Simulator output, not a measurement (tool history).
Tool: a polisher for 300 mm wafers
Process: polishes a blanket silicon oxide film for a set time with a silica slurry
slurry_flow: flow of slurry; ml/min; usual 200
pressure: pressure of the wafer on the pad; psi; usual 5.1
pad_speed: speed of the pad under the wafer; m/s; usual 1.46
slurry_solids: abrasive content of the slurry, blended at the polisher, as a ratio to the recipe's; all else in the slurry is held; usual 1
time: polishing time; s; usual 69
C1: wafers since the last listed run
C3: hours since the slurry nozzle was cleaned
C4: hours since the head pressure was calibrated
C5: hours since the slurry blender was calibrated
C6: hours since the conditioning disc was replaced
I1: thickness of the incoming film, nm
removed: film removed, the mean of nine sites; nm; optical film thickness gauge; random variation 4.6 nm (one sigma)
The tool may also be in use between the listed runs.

{"run": 1, "hour": 0.0, "slurry_flow": 165, "pressure": 5.1, "pad_speed": 1.46, "slurry_solids": 1, "time": 69, "C1": 0, "wafers polished on this pad": 1301, "C3": 123.9, "C4": 422.6, "C5": 349.4, "C6": 356.9, "I1": 1821.3, "removed": 365.3}
{"hour": 13.7, "done": "worn pad replaced by a new one"}
{"run": 2, "hour": 15.5, "slurry_flow": 165, "pressure": 5.1, "pad_speed": 1.46, "slurry_solids": 1, "time": 69, "C1": 70, "wafers polished on this pad": 10, "C3": 139.4, "C4": 438.1, "C5": 364.9, "C6": 372.4, "I1": 1833.9, "removed": 373.6}
{"run": 3, "hour": 30.5, "slurry_flow": 165, "pressure": 5.1, "pad_speed": 1.46, "slurry_solids": 1, "time": 69, "C1": 92, "wafers polished on this pad": 103, "C3": 154.4, "C4": 453.1, "C5": 379.9, "C6": 387.4, "I1": 1849.2, "removed": 368}
{"hour": 40.8, "done": "conditioning disc replaced and pad reconditioned"}
{"hour": 43.9, "done": "slurry blender recalibrated"}
{"run": 4, "hour": 59.4, "slurry_flow": 200, "pressure": 5.1, "pad_speed": 1.46, "slurry_solids": 1, "time": 69, "C1": 153, "wafers polished on this pad": 256, "C3": 183.3, "C4": 482, "C5": 15.5, "C6": 18.6, "I1": 1868, "removed": 374.4}
{"run": 5, "hour": 94.1, "slurry_flow": 200, "pressure": 5.1, "pad_speed": 1.46, "slurry_solids": 1, "time": 69, "C1": 213, "wafers polished on this pad": 469, "C3": 218, "C4": 516.7, "C5": 50.2, "C6": 53.3, "I1": 1843.7, "removed": 387.9}
{"run": 6, "hour": 116.8, "slurry_flow": 200, "pressure": 5.1, "pad_speed": 1.46, "slurry_solids": 1, "time": 69, "C1": 139, "wafers polished on this pad": 609, "C3": 240.7, "C4": 539.4, "C5": 72.9, "C6": 76, "I1": 1842.5, "removed": 372.1}
{"hour": 118.2, "done": "slurry nozzle cleaned"}
{"run": 7, "hour": 147.3, "slurry_flow": 140, "pressure": 3.9, "pad_speed": 1.46, "slurry_solids": 0.75, "time": 48, "C1": 181, "wafers polished on this pad": 790, "C3": 29.1, "C4": 569.9, "C5": 103.4, "C6": 106.5, "I1": 1836.8, "removed": 158.3}
{"run": 8, "hour": 177.7, "slurry_flow": 200, "pressure": 5.1, "pad_speed": 1.66, "slurry_solids": 1, "time": 69, "C1": 186, "wafers polished on this pad": 977, "C3": 59.5, "C4": 600.3, "C5": 133.8, "C6": 136.9, "I1": 1851.2, "removed": 415.5}
{"run": 9, "hour": 200.5, "slurry_flow": 200, "pressure": 5.1, "pad_speed": 1.46, "slurry_solids": 1, "time": 69, "C1": 140, "wafers polished on this pad": 1117, "C3": 82.3, "C4": 623.1, "C5": 156.6, "C6": 159.7, "I1": 1850.5, "removed": 371.8}
{"hour": 215.4, "done": "worn pad replaced by a new one"}
{"run": 10, "hour": 230.1, "slurry_flow": 200, "pressure": 5.1, "pad_speed": 1.46, "slurry_solids": 1, "time": 69, "C1": 157, "wafers polished on this pad": 90, "C3": 111.9, "C4": 652.7, "C5": 186.2, "C6": 189.3, "I1": 1834.8, "removed": 372.6}
{"run": 11, "hour": 251.4, "slurry_flow": 200, "pressure": 5.1, "pad_speed": 1.46, "slurry_solids": 1, "time": 69, "C1": 130, "wafers polished on this pad": 221, "C3": 133.2, "C4": 674, "C5": 207.5, "C6": 210.6, "I1": 1849.4, "removed": 377.5}
{"run": 12, "hour": 286.3, "slurry_flow": 200, "pressure": 4.5, "pad_speed": 1.46, "slurry_solids": 1, "time": 69, "C1": 214, "wafers polished on this pad": 435, "C3": 168.1, "C4": 708.9, "C5": 242.4, "C6": 245.5, "I1": 1867.4, "removed": 335.7}
{"run": 13, "hour": 305.9, "slurry_flow": 200, "pressure": 5.1, "pad_speed": 1.88, "slurry_solids": 1, "time": 69, "C1": 120, "wafers polished on this pad": 556, "C3": 187.7, "C4": 728.5, "C5": 262, "C6": 265.1, "I1": 1855.4, "removed": 449.8}
{"hour": 321.0, "done": "head pressure recalibrated"}
{"run": 14, "hour": 335.3, "slurry_flow": 200, "pressure": 5.1, "pad_speed": 1.46, "slurry_solids": 1.2, "time": 58, "C1": 168, "wafers polished on this pad": 724, "C3": 217.1, "C4": 14.3, "C5": 291.4, "C6": 294.5, "I1": 1834.7, "removed": 343.4}
{"run": 15, "hour": 370.9, "slurry_flow": 200, "pressure": 5.1, "pad_speed": 1.18, "slurry_solids": 0.8, "time": 69, "C1": 218, "wafers polished on this pad": 943, "C3": 252.7, "C4": 49.9, "C5": 327, "C6": 330.1, "I1": 1855.5, "removed": 279.1}
{"hour": 383.8, "done": "worn pad replaced by a new one"}
{"run": 16, "hour": 384.3, "slurry_flow": 200, "pressure": 5.1, "pad_speed": 1.46, "slurry_solids": 1, "time": 69, "C1": 57, "wafers polished on this pad": 2, "C3": 266.1, "C4": 63.3, "C5": 340.4, "C6": 343.5, "I1": 1838, "removed": 375.1}
{"hour": 399.8, "done": "slurry nozzle cleaned"}
{"run": 17, "hour": 409.5, "slurry_flow": 200, "pressure": 5.1, "pad_speed": 1.88, "slurry_solids": 1, "time": 69, "C1": 148, "wafers polished on this pad": 151, "C3": 9.7, "C4": 88.5, "C5": 365.6, "C6": 368.7, "I1": 1856.6, "removed": 444}
{"hour": 423.7, "done": "slurry blender recalibrated"}
{"run": 18, "hour": 429.3, "slurry_flow": 260, "pressure": 5.1, "pad_speed": 1.02, "slurry_solids": 1, "time": 69, "C1": 109, "wafers polished on this pad": 261, "C3": 29.5, "C4": 108.3, "C5": 5.6, "C6": 388.5, "I1": 1837.6, "removed": 306.1}
{"run": 19, "hour": 443.9, "slurry_flow": 200, "pressure": 4.5, "pad_speed": 1.08, "slurry_solids": 1, "time": 53, "C1": 89, "wafers polished on this pad": 350, "C3": 44.1, "C4": 122.9, "C5": 20.2, "C6": 403.1, "I1": 1872.5, "removed": 212.8}
{"hour": 468.6, "done": "conditioning disc replaced and pad reconditioned"}
{"run": 20, "hour": 477.7, "slurry_flow": 200, "pressure": 5.1, "pad_speed": 1.24, "slurry_solids": 1, "time": 69, "C1": 195, "wafers polished on this pad": 546, "C3": 77.9, "C4": 156.7, "C5": 54, "C6": 9.1, "I1": 1857.3, "removed": 342.1}
{"run": 21, "hour": 490.4, "slurry_flow": 200, "pressure": 5.1, "pad_speed": 1.46, "slurry_solids": 1, "time": 69, "C1": 78, "wafers polished on this pad": 624, "C3": 90.6, "C4": 169.4, "C5": 66.7, "C6": 21.8, "I1": 1835.1, "removed": 380.4}
{"run": 22, "hour": 535.8, "slurry_flow": 200, "pressure": 5.1, "pad_speed": 1.46, "slurry_solids": 1, "time": 69, "C1": 279, "wafers polished on this pad": 903, "C3": 136, "C4": 214.8, "C5": 112.1, "C6": 67.2, "I1": 1858, "removed": 377.7}
{"run": 23, "hour": 548.7, "slurry_flow": 200, "pressure": 6.9, "pad_speed": 1.46, "slurry_solids": 1, "time": 69, "C1": 79, "wafers polished on this pad": 983, "C3": 148.9, "C4": 227.7, "C5": 125, "C6": 80.1, "I1": 1875.7, "removed": 512.4}
{"hour": 580.8, "done": "worn pad replaced by a new one"}
{"run": 24, "hour": 581.3, "slurry_flow": 235, "pressure": 4.2, "pad_speed": 1.46, "slurry_solids": 1, "time": 80, "C1": 175, "wafers polished on this pad": 2, "C3": 181.5, "C4": 260.3, "C5": 157.6, "C6": 112.7, "I1": 1859.7, "removed": 371.5}
{"run": 25, "hour": 595.0, "slurry_flow": 200, "pressure": 6.4, "pad_speed": 1.46, "slurry_solids": 1, "time": 80, "C1": 84, "wafers polished on this pad": 87, "C3": 195.2, "C4": 274, "C5": 171.3, "C6": 126.4, "I1": 1873.3, "removed": 538.7}

Hidden state at the last listed run before each entry between runs and at the first one after, where it differs:
Between runs 1 and 2: worn pad replaced by a new one (hour 13.7)
  no hidden state differs between the two runs
Between runs 3 and 4: conditioning disc replaced and pad reconditioned (hour 40.8); slurry blender recalibrated (hour 43.9)
  no hidden state differs between the two runs
Between runs 6 and 7: slurry nozzle cleaned (hour 118.2)
  no hidden state differs between the two runs
Between runs 9 and 10: worn pad replaced by a new one (hour 215.4)
  no hidden state differs between the two runs
Between runs 13 and 14: head pressure recalibrated (hour 321)
  no hidden state differs between the two runs
Between runs 15 and 16: worn pad replaced by a new one (hour 383.8)
  no hidden state differs between the two runs
Between runs 16 and 17: slurry nozzle cleaned (hour 399.8)
  no hidden state differs between the two runs
Between runs 17 and 18: slurry blender recalibrated (hour 423.7)
  no hidden state differs between the two runs
Between runs 19 and 20: conditioning disc replaced and pad reconditioned (hour 468.6)
  no hidden state differs between the two runs
Between runs 23 and 24: worn pad replaced by a new one (hour 580.8)
  no hidden state differs between the two runs

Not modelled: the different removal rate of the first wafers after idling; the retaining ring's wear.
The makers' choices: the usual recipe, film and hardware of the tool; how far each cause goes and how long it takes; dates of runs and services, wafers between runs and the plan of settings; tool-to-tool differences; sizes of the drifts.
